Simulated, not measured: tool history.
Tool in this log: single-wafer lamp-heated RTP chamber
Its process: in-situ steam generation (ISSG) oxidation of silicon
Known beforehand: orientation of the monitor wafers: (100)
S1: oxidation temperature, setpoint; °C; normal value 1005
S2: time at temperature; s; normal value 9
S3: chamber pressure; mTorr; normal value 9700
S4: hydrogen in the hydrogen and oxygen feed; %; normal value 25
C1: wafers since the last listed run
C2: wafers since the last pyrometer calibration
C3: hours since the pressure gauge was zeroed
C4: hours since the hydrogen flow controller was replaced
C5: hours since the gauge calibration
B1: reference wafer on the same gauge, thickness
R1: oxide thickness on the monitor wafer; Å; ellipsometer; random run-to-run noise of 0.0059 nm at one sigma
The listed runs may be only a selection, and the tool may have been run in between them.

run	hour	S1	S2	S3	S4	C1	C2	C3	C4	C5	B1	R1
1	0.0	992	9	9700	25	0	2876	3847.9	4905.4	198.1	4.080	37.73
2	7.7	992	9	9700	25	65	2941	3855.6	4913.1	205.8	4.080	37.80
3	13.8	1005	9	9700	25	51	2993	3861.7	4919.2	211.9	4.082	39.31
4	28.7	1005	9	9700	25	126	3119	3876.6	4934.1	226.8	4.079	39.30
5	44.3	1005	10	8900	25	132	3251	3892.2	4949.7	242.4	4.078	41.72
6	61.7	1005	9	9700	25	147	3399	3909.6	4967.1	259.8	4.081	39.32
7	67.7	1005	9	9700	25	50	3449	3915.6	4973.1	265.8	4.082	39.34
8	85.1	1005	9	9700	25	147	3597	3933.0	4990.5	283.2	4.081	39.21
9	97.4	1005	9	9700	25	104	3701	3945.3	5002.8	295.5	4.081	39.27
10	107.2	1005	9	9700	25	83	3784	3955.1	5012.6	305.3	4.080	39.33
11	120.0	1005	9	8900	25	108	3893	3967.9	5025.4	318.1	4.082	39.99
12	127.3	1005	9	8900	25	61	3954	3975.2	5032.7	325.4	4.080	39.90
13	137.5	1005	10	9700	25	86	4041	3985.4	5042.9	335.6	4.080	41.11
# hour 149.8: pyrometer window cleaned and pyrometer calibrated
# hour 152.4: hydrogen flow controller replaced
14	152.9	1015	9	10100	18	40	4	4000.8	0.5	351.0	4.081	37.03
15	163.1	1005	9	9700	25	86	90	4011.0	10.7	361.2	4.079	39.01
16	180.2	1005	9	9700	25	144	235	4028.1	27.8	378.3	4.078	39.19
# hour 192.2: pressure gauge zeroed
17	220.8	1005	8	8700	25	276	512	28.6	68.4	418.9	4.080	37.91
# hour 237.0: gauge calibrated
18	237.9	1005	12	9700	25	144	657	45.7	85.5	0.9	4.078	44.28
19	247.0	992	9	9700	25	77	734	54.8	94.6	10.0	4.079	37.53
20	264.5	997	9	9700	22	148	882	72.3	112.1	27.5	4.079	36.94
21	276.7	1005	9	9300	22	103	985	84.5	124.3	39.7	4.079	38.21
22	288.5	1022	7	8300	30	99	1085	96.3	136.1	51.5	4.083	40.11
23	297.3	1017	9	10200	21	74	1160	105.1	144.9	60.3	4.081	38.63
24	309.3	1005	12	10200	25	101	1262	117.1	156.9	72.3	4.080	43.71
25	323.6	1013	9	10200	25	121	1383	131.4	171.2	86.6	4.081	39.73
26	339.4	997	9	9700	22	133	1517	147.2	187.0	102.4	4.082	37.00
27	347.7	1005	9	10200	25	70	1587	155.5	195.3	110.7	4.080	38.63
28	359.8	1005	9	9700	25	102	1690	167.6	207.4	122.8	4.080	39.21
29	366.8	1021	9	8800	25	59	1749	174.6	214.4	129.8	4.082	41.93
30	378.5	991	9	8600	17	99	1848	186.3	226.1	141.5	4.080	34.64
31	389.0	1005	8	9700	25	88	1937	196.8	236.6	152.0	4.079	37.24
32	405.0	1005	11	10200	32	135	2073	212.8	252.6	168.0	4.080	44.78

Consider 3 possible next runs. They are alternatives, not a sequence: every one starts from the tool as it was left by run 32. What does each give?
A	405.4	1000	9	9700	25	3	2076	213.2	253.0	168.4	?	?
B	405.4	1011	6	10200	31	3	2076	213.2	253.0	168.4	?	?
C	405.4	1017	9	10200	32	3	2076	213.2	253.0	168.4	?	?

run	B1	R1
A	4.078	38.46
B	4.078	35.10
C	4.078	42.71
The same runs, with their run-to-run variation unchanged, on a tool lacking any hidden condition would have given:
run	R1
A	38.37
B	35.03
C	42.59
